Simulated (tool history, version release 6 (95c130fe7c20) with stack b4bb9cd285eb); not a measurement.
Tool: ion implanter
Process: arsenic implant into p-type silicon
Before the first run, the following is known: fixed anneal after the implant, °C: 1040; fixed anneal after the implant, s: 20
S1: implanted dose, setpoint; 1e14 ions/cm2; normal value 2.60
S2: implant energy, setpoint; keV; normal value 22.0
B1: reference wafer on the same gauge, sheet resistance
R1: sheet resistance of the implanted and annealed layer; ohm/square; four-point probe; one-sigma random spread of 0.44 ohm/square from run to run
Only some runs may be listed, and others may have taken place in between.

run    hour    S1    S2      B1      R1
  1     0.0  2.34  17.5  273.08  328.44
  2   119.5  2.34  17.5  273.14  327.91
  3   224.2  2.60  22.0  273.14  294.87
  4   320.9  2.60  22.0  272.84  295.10
  5   423.7  2.60  24.0  273.24  292.37
  6   516.8  2.60  24.0  273.06  291.76
  7   602.4  2.60  24.0  273.03  291.53
  8   688.3  2.60  22.0  273.01  295.22
      714.2  -- Faraday cup replaced and dose calibrated
  9   779.4  2.60  22.0  273.02  293.36
 10   846.7  2.60  22.0  272.75  292.26
 11   888.2  2.60  22.0  273.01  292.88
      927.6  -- gauge calibrated
 12   964.7  3.14  17.0  272.93  260.68
 13  1019.1  2.60  22.0  272.83  292.36
 14  1066.9  2.60  22.0  273.14  293.04
     1130.7  -- extraction supply calibrated
 15  1146.6  2.60  22.0  273.07  293.12
 16  1231.8  2.60  22.0  273.18  293.23
 17  1316.2  2.34  15.0  273.24  331.87
 18  1357.1  2.60  19.0  273.27  297.79
 19  1394.4  3.15  16.0  273.30  262.75
 20  1491.9  2.60  18.5  272.95  299.48
 21  1552.7  2.91  25.0  273.12  264.33
 22  1590.7  2.60  22.0  272.93  292.97
 23  1686.4  2.34  17.5  273.01  327.16
 24  1722.8  3.34  16.0  272.93  251.12
 25  1772.4  2.22  22.0  272.98  330.83
 26  1850.2  2.11  22.0  273.04  344.84
 27  1938.1  2.60  26.0  272.97  287.77
 28  1995.3  3.17  25.5  273.11  248.10
 29  2081.5  2.60  19.0  273.19  299.08

3 ways to go on from here, each from the tool as it stands after run 29. What would each give?
  A  2081.9  2.60  29.0   ?   ?
  B  2081.9  2.15  16.5   ?   ?
  C  2081.9  2.60  27.0   ?   ?

run      B1      R1
  A  272.80  283.14
  B  272.80  351.30
  C  272.80  285.89
With the hidden condition removed and each run's random variation left untouched, the same runs would have given:
run      R1
  A  281.42
  B  349.13
  C  284.16
